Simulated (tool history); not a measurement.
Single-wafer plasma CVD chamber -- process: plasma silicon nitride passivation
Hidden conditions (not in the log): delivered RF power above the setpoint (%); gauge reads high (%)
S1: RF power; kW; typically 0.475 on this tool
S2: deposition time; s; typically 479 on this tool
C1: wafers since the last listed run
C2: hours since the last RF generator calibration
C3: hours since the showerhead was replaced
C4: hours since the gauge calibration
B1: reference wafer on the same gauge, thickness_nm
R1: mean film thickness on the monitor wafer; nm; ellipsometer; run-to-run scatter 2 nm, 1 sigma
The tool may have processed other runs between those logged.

run,hour,S1,S2,C1,C2,C3,C4,B1,R1
1,0.0,0.475,479,0,1086.6,2399.6,393.6,870.688,747.285
2,45.1,0.475,479,174,1131.7,2444.7,438.7,872.263,743.297
3,105.1,0.475,479,231,1191.7,2504.7,498.7,872.378,744.727
4,161.8,0.475,479,219,1248.4,2561.4,555.4,872.507,745.826
5,212.9,0.475,479,197,1299.5,2612.5,606.5,871.696,745.281
6,336.6,0.475,479,477,1423.2,2736.2,730.2,871.822,741.928
7,400.9,0.475,406,248,1487.5,2800.5,794.5,872.235,630.948
8,464.4,0.475,406,245,1551.0,2864.0,858.0,871.761,628.792
9,505.1,0.475,406,157,1591.7,2904.7,898.7,871.545,631.986
10,603.6,0.475,479,380,1690.2,3003.2,997.2,872.481,741.881
11,668.2,0.475,479,249,1754.8,3067.8,1061.8,872.031,740.898
12,759.5,0.540,432,352,1846.1,3159.1,1153.1,871.427,691.581
13,811.5,0.540,432,200,1898.1,3211.1,1205.1,872.605,687.999
# hour 838.7: RF generator calibrated
14,882.6,0.475,479,243,43.9,3282.2,1276.2,871.810,751.616
# hour 909.0: showerhead replaced
15,940.7,0.475,479,193,102.0,31.7,1334.3,871.231,753.761
16,986.0,0.475,479,175,147.3,77.0,1379.6,872.317,755.435
17,1028.0,0.475,479,162,189.3,119.0,1421.6,872.234,757.108
18,1062.9,0.440,479,134,224.2,153.9,1456.5,872.994,739.841
# hour 1088.4: gauge calibrated
19,1128.1,0.440,479,251,289.4,219.1,39.7,872.527,738.025
20,1154.0,0.405,399,100,315.3,245.0,65.6,872.028,603.477
21,1223.6,0.475,572,268,384.9,314.6,135.2,872.329,901.719
22,1268.8,0.505,422,174,430.1,359.8,180.4,872.587,670.207
23,1300.7,0.505,406,123,462.0,391.7,212.3,871.982,645.711
24,1332.5,0.475,479,122,493.8,423.5,244.1,872.095,752.183
25,1373.0,0.475,479,156,534.3,464.0,284.6,872.452,749.336
26,1437.7,0.445,537,249,599.0,528.7,349.3,871.760,832.171
27,1497.5,0.475,479,231,658.8,588.5,409.1,872.204,752.342
28,1523.0,0.555,451,98,684.3,614.0,434.6,871.679,734.873
29,1560.1,0.445,479,143,721.4,651.1,471.7,872.219,738.025
30,1615.8,0.385,512,215,777.1,706.8,527.4,871.775,762.414
31,1641.9,0.400,566,100,803.2,732.9,553.5,871.171,850.224
32,1709.1,0.390,427,259,870.4,800.1,620.7,872.481,638.082
33,1751.7,0.545,539,164,913.0,842.7,663.3,872.159,874.531
34,1776.8,0.530,529,96,938.1,867.8,688.4,871.230,850.235
35,1841.1,0.500,409,248,1002.4,932.1,752.7,871.618,648.936
36,1901.9,0.475,479,234,1063.2,992.9,813.5,870.688,748.243
37,1972.8,0.530,385,273,1134.1,1063.8,884.4,871.088,615.453
38,2021.2,0.450,396,187,1182.5,1112.2,932.8,871.191,609.073
39,2086.8,0.475,479,253,1248.1,1177.8,998.4,872.538,749.651

Below are 3 alternative next runs, each starting from the tool's condition after run 39. Predict each:
A,2087.3,0.475,479,1,1248.6,1178.3,998.9,?,?
B,2087.3,0.475,525,1,1248.6,1178.3,998.9,?,?
C,2087.3,0.550,559,1,1248.6,1178.3,998.9,?,?

run,B1,R1
A,872.130,748.759
B,872.130,820.665
C,872.130,907.030
Stripped of hidden state, with their random variation kept, the same runs would have yielded:
run,R1
A,758.799
B,831.669
C,919.192
